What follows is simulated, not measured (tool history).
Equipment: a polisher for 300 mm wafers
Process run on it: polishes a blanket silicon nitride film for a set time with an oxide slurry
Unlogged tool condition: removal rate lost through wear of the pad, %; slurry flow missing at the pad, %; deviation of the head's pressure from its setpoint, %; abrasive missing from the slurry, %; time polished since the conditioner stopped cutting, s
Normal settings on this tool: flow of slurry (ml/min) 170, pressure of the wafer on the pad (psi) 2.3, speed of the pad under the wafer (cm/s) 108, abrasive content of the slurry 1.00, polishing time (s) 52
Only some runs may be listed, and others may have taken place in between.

| run | hour | flow of slurry (ml/min) | pressure of the wafer on the pad (psi) | speed of the pad under the wafer (cm/s) | abrasive content of the slurry | polishing time (s) | wafers since the last listed run | wafers polished on this pad | hours since the slurry nozzle was cleaned | hours since the head pressure was calibrated | hours since the slurry blender was calibrated | hours since the conditioning disc was replaced | incoming thickness of the incoming film, nm | film removed (angstrom) |
|---|---|---|---|---|---|---|---|---|---|---|---|---|---|---|
| 1 | 0.0 | 170 | 2.3 | 108 | 1.00 | 52 | 0 | 1008 | 127.9 | 231.2 | 308.3 | 117.4 | 321.9 | 238 |
| 2 | 76.0 | 170 | 2.3 | 108 | 1.00 | 52 | 624 | 1633 | 203.9 | 307.2 | 384.3 | 193.4 | 316.7 | 238 |
| 3 | 152.1 | 170 | 2.3 | 108 | 1.00 | 52 | 625 | 2258 | 280.0 | 383.3 | 460.4 | 269.5 | 318.0 | 234 |
|  | 204.8 | slurry blender recalibrated |
| 4 | 251.4 | 170 | 2.3 | 108 | 1.00 | 41 | 799 | 3058 | 379.3 | 482.6 | 46.6 | 368.8 | 321.2 | 179 |
|  | 266.8 | head pressure recalibrated |
|  | 325.9 | worn pad replaced by a new one |
|  | 336.9 | conditioning disc replaced and pad reconditioned |
| 5 | 337.4 | 170 | 2.3 | 108 | 1.00 | 41 | 641 | 77 | 465.3 | 70.6 | 132.6 | 0.5 | 315.6 | 184 |
|  | 375.5 | slurry nozzle cleaned |
| 6 | 404.7 | 170 | 2.3 | 108 | 1.00 | 41 | 544 | 622 | 29.2 | 137.9 | 199.9 | 67.8 | 322.0 | 196 |
| 7 | 465.3 | 170 | 2.3 | 108 | 1.00 | 52 | 498 | 1120 | 89.8 | 198.5 | 260.5 | 128.4 | 317.6 | 238 |
| 8 | 568.6 | 170 | 2.3 | 108 | 1.00 | 52 | 848 | 1969 | 193.1 | 301.8 | 363.8 | 231.7 | 322.3 | 234 |
| 9 | 612.4 | 140 | 2.3 | 108 | 1.00 | 47 | 359 | 2329 | 236.9 | 345.6 | 407.6 | 275.5 | 322.8 | 204 |
|  | 723.6 | slurry blender recalibrated |
|  | 809.3 | slurry nozzle cleaned |
|  | 824.6 | conditioning disc replaced and pad reconditioned |
|  | 862.0 | worn pad replaced by a new one |
| 10 | 900.5 | 170 | 2.0 | 126 | 1.00 | 44 | 2293 | 316 | 91.2 | 633.7 | 176.9 | 75.9 | 319.9 | 209 |
|  | 905.4 | head pressure recalibrated |
| 11 | 993.5 | 130 | 2.3 | 108 | 1.00 | 52 | 747 | 1064 | 184.2 | 88.1 | 269.9 | 168.9 | 320.9 | 230 |
| 12 | 1096.0 | 140 | 2.3 | 90 | 0.75 | 45 | 842 | 1906 | 286.7 | 190.6 | 372.4 | 271.4 | 323.8 | 158 |
| 13 | 1163.6 | 170 | 1.8 | 108 | 1.00 | 52 | 555 | 2462 | 354.3 | 258.2 | 440.0 | 339.0 | 323.0 | 204 |
|  | 1215.4 | slurry blender recalibrated |
| 14 | 1251.3 | 170 | 2.3 | 108 | 1.00 | 52 | 704 | 3166 | 442.0 | 345.9 | 35.9 | 426.7 | 318.8 | 230 |
|  | 1266.8 | slurry nozzle cleaned |
|  | 1305.8 | worn pad replaced by a new one |
|  | 1327.0 | conditioning disc replaced and pad reconditioned |
| 15 | 1338.6 | 190 | 2.3 | 92 | 1.00 | 58 | 659 | 252 | 71.8 | 433.2 | 123.2 | 11.6 | 324.3 | 257 |
| 16 | 1386.9 | 170 | 2.3 | 108 | 1.00 | 52 | 396 | 649 | 120.1 | 481.5 | 171.5 | 59.9 | 316.8 | 239 |
| 17 | 1477.6 | 170 | 2.3 | 78 | 1.00 | 52 | 745 | 1395 | 210.8 | 572.2 | 262.2 | 150.6 | 319.8 | 195 |
|  | 1564.0 | head pressure recalibrated |
| 18 | 1564.5 | 170 | 2.3 | 108 | 1.00 | 52 | 697 | 2092 | 297.7 | 0.5 | 349.1 | 237.5 | 325.5 | 229 |
| 19 | 1627.6 | 170 | 2.3 | 108 | 1.00 | 63 | 518 | 2611 | 360.8 | 63.6 | 412.2 | 300.6 | 315.7 | 272 |
| 20 | 1695.3 | 170 | 2.7 | 80 | 0.80 | 52 | 556 | 3167 | 428.5 | 131.3 | 479.9 | 368.3 | 323.3 | 195 |
|  | 1752.0 | slurry blender recalibrated |
|  | 1767.4 | worn pad replaced by a new one |
| 21 | 1790.4 | 170 | 2.3 | 108 | 1.00 | 56 | 732 | 188 | 523.6 | 226.4 | 38.4 | 463.4 | 314.6 | 240 |
|  | 1795.0 | slurry nozzle cleaned |
|  | 1816.4 | conditioning disc replaced and pad reconditioned |
| 22 | 1844.2 | 170 | 1.7 | 108 | 0.80 | 52 | 417 | 606 | 49.2 | 280.2 | 92.2 | 27.8 | 317.9 | 194 |
| 23 | 1885.7 | 170 | 2.3 | 108 | 1.00 | 41 | 341 | 947 | 90.7 | 321.7 | 133.7 | 69.3 | 314.1 | 190 |
| 24 | 1942.4 | 170 | 3.1 | 130 | 0.85 | 41 | 465 | 1413 | 147.4 | 378.4 | 190.4 | 126.0 | 321.4 | 245 |

Estimate the outcome of run 25 from the log above:
| 25 | 1980.1 | 170 | 2.8 | 90 | 1.00 | 64 | 309 | 1723 | 185.1 | 416.1 | 228.1 | 163.7 | 322.7 | ? |

Logged for run 25: film removed (angstrom) 297.
Were there no unlogged condition in the tool, this run, its random variation unchanged, would have produced film removed (angstrom) 320.
